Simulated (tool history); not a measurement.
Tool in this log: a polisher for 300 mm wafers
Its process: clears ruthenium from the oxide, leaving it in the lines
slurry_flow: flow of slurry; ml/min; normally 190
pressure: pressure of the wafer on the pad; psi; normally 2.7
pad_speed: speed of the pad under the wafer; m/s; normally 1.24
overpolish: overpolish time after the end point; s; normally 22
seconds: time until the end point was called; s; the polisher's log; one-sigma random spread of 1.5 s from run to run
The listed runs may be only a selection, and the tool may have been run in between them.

run    hour  slurry_flow  pressure  pad_speed  overpolish  wafers since the last listed run  wafers polished on this pad  hours since the slurry nozzle was cleaned  hours since the head pressure was calibrated  incoming thickness of the incoming film, nm  seconds
  1       0          190       2.7       1.24          16                                 0                         1217                                      798.8                                         760.7                                        177.7     97.6
        3.6  -- head pressure recalibrated
  2    76.7          190       2.7       1.24          16                               743                         1960                                      875.5                                          73.1                                          179     89.3
  3   178.3          190       2.7       1.24          22                              1010                         2971                                      977.1                                         174.7                                        177.9     92.2
      181.3  -- slurry nozzle cleaned
  4   248.7          190       2.7       1.24          22                               690                         3661                                       67.4                                         245.1                                        181.2    104.7
      253.4  -- worn pad replaced by a new one
  5   311.3          190       2.7       1.24          22                               583                          576                                        130                                         307.7                                        181.5     88.3
  6   394.2          190       2.2       1.24          22                               824                         1401                                      212.9                                         390.6                                        176.5    104.7
  7   452.7          190       2.7       1.24          28                               582                         1983                                      271.4                                         449.1                                        177.5     93.6
  8   554.1          190       2.1       1.24          22                              1008                         2991                                      372.8                                         550.5                                        182.3    123.8
      569.2  -- worn pad replaced by a new one
  9     617          190       3.4       1.24          27                               585                          475                                      435.7                                         613.4                                        180.7     77.6
      670.3  -- head pressure recalibrated
 10   702.5          190       3.4       1.24          27                               830                         1306                                      521.2                                          32.2                                        179.7     73.7
 11   785.8          190       3.4       1.24          27                               828                         2134                                      604.5                                         115.5                                        178.3     74.8
 12   845.6          190       2.7       1.24          22                               594                         2729                                      664.3                                         175.3                                        178.3       96
      863.9  -- worn pad replaced by a new one
 13   931.4          190       2.7       1.24          22                               813                          671                                      750.1                                         261.1                                        176.5     85.6
        947  -- slurry nozzle cleaned
 14  1000.8          155       2.7       1.24          22                               680                         1351                                       53.8                                         330.5                                          179     94.4
 15  1092.7          190       2.7       1.24          22                               914                         2266                                      145.7                                         422.4                                        180.7     99.2
       1197  -- worn pad replaced by a new one
 16  1197.5          190         2       0.84          32                              1002                            4                                      250.5                                         527.2                                        179.1    173.6
 17  1287.1          190       2.7       1.24          29                               891                          895                                      340.1                                         616.8                                        178.8     96.2
 18  1326.7          190       2.7       1.24          22                               393                         1289                                      379.7                                         656.4                                        179.2     97.6
     1331.7  -- head pressure recalibrated
 19  1375.7          190       2.7       1.12          15                               467                         1757                                      428.7                                            44                                          180     98.7
 20  1453.6          190         2       1.24          33                               775                         2532                                      506.6                                         121.9                                          180    118.5
 21  1504.8          190         2        1.4          22                               509                         3042                                      557.8                                         173.1                                        179.6      108
     1521.2  -- worn pad replaced by a new one
 22  1588.9          190       2.7       1.38          22                               796                          673                                      641.9                                         257.2                                        179.2     77.4
 23  1658.8          190       2.7       1.24          14                               695                         1369                                      711.8                                         327.1                                        179.4     90.5
     1705.7  -- slurry nozzle cleaned
 24  1720.3          135       3.4       1.24          11                               601                         1971                                       14.6                                         388.6                                        179.4     77.8

Predict each of these 5 candidate next runs independently; none follows another, all start after run 24:
  A  1720.8          190       2.7       0.88          22                                 4                         1976                                       15.1                                         389.1                                        181.2        ?
  B  1720.8          135       1.8       1.24          22                                 4                         1976                                       15.1                                         389.1                                        181.2        ?
  C  1720.8          190       2.7       0.82          22                                 4                         1976                                       15.1                                         389.1                                        181.2        ?
  D  1720.8          255       2.7       1.04          22                                 4                         1976                                       15.1                                         389.1                                        181.2        ?
  E  1720.8          230       2.7       1.24          22                                 4                         1976                                       15.1                                         389.1                                        181.2        ?

run  seconds
  A    129.4
  B    135.5
  C    138.8
  D    105.6
  E     89.6
Stripped of hidden state, with their random variation kept, the same runs would have yielded:
run  seconds
  A      121
  B    126.7
  C    129.9
  D     98.8
  E     83.8
